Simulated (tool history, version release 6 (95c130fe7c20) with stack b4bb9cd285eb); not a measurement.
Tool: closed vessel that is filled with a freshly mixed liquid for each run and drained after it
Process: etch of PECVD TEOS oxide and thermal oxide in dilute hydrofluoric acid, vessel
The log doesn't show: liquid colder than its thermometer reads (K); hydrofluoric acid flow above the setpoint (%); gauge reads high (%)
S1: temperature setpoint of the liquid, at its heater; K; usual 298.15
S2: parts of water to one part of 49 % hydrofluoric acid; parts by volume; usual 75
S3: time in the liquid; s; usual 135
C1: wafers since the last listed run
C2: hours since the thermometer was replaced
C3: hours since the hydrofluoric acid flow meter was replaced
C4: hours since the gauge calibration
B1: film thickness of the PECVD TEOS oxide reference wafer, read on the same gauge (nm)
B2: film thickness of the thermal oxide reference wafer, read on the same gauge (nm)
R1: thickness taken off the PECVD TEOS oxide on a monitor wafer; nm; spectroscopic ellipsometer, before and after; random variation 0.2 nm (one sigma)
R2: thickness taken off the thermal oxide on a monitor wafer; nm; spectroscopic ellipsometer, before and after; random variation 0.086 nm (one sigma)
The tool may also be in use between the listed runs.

run,hour,S1,S2,S3,C1,C2,C3,C4,B1,B2,R1,R2
1,0,294.15,75,135,0,1974.6,2239.6,18.1,99.98,70,28.81,8.21
2,25.1,294.15,75,135,2061,1999.7,2264.7,43.2,99.98,70,29.18,8.19
3,39.8,294.15,75,135,1207,2014.4,2279.4,57.9,100.02,69.99,29.08,8.15
4,62.1,298.15,75,135,1831,2036.7,2301.7,80.2,100.01,70.03,34.72,9.61
5,87.4,298.15,75,135,2078,2062,2327,105.5,99.99,69.98,34.16,9.84
6,113.2,298.15,75,135,2119,2087.8,2352.8,131.3,100.02,70.01,34.38,9.56
7,141.6,298.15,75,135,2332,2116.2,2381.2,159.7,100.01,70.02,34.18,9.85
8,174.6,298.15,75,135,2710,2149.2,2414.2,192.7,100,69.99,34.24,9.76
9,197.9,298.15,75,135,1913,2172.5,2437.5,216,99.99,70.02,34.27,9.97
10,223,298.15,75,135,2061,2197.6,2462.6,241.1,99.98,70.01,34.43,9.74
11,241.7,298.15,75,135,1535,2216.3,2481.3,259.8,99.97,70.04,34.45,9.58
# hour 263.3: hydrofluoric acid flow meter replaced
12,273.9,298.15,75,160,2562,2248.5,10.6,292,99.98,69.98,35.38,10.12
13,295.6,298.15,75,160,1782,2270.2,32.3,313.7,100.04,69.99,35.2,10.2
14,307.9,298.15,75,135,1010,2282.5,44.6,326,100.02,70.02,29.9,8.52
15,325.5,302.15,45,170,1445,2300.1,62.2,343.6,100.05,70,76.34,21.78
16,343.1,294.65,75,135,1445,2317.7,79.8,361.2,99.99,70.01,25.72,7.37
17,368.3,298.15,75,135,2069,2342.9,105,386.4,100,70,29.98,8.57
18,395.2,300.15,55,70,2209,2369.8,131.9,413.3,100.03,69.99,23.73,6.65
# hour 442.3: gauge calibrated
19,490.5,298.15,75,135,7827,2465.1,227.2,48.2,99.94,70.01,30.27,8.51
# hour 522.7: thermometer replaced
20,525.6,294.15,105,195,2800,2.9,262.3,83.3,100.01,70.03,27.9,7.94
21,553.8,298.15,45,65,2316,31.1,290.5,111.5,100,69.99,27.55,7.74
22,569.8,302.15,75,135,1314,47.1,306.5,127.5,100.01,69.99,38.47,11.01
23,600.3,300.65,65,135,2505,77.6,337,158,100.02,69.99,42.58,12.09
24,628.8,298.15,55,165,2340,106.1,365.5,186.5,99.98,70.02,57.01,16
25,650.1,298.15,75,100,1749,127.4,386.8,207.8,100.02,70.04,24.14,6.99
26,676.5,301.15,75,205,2168,153.8,413.2,234.2,100.02,69.98,56.54,16.46

3 ways to go on from here, each from the tool as it stands after run 26. What would each give?
A,677.2,298.15,75,135,57,154.5,413.9,234.9,?,?,?,?
B,677.2,300.65,75,170,57,154.5,413.9,234.9,?,?,?,?
C,677.2,301.15,40,90,57,154.5,413.9,234.9,?,?,?,?

run,B1,B2,R1,R2
A,99.99,70,33,9.39
B,99.99,70,45.92,13.06
C,99.99,70,48.8,13.88
Without the tool's hidden state the same runs would have given:
run,R1,R2
A,32.92,9.36
B,45.76,13.01
C,48.73,13.86
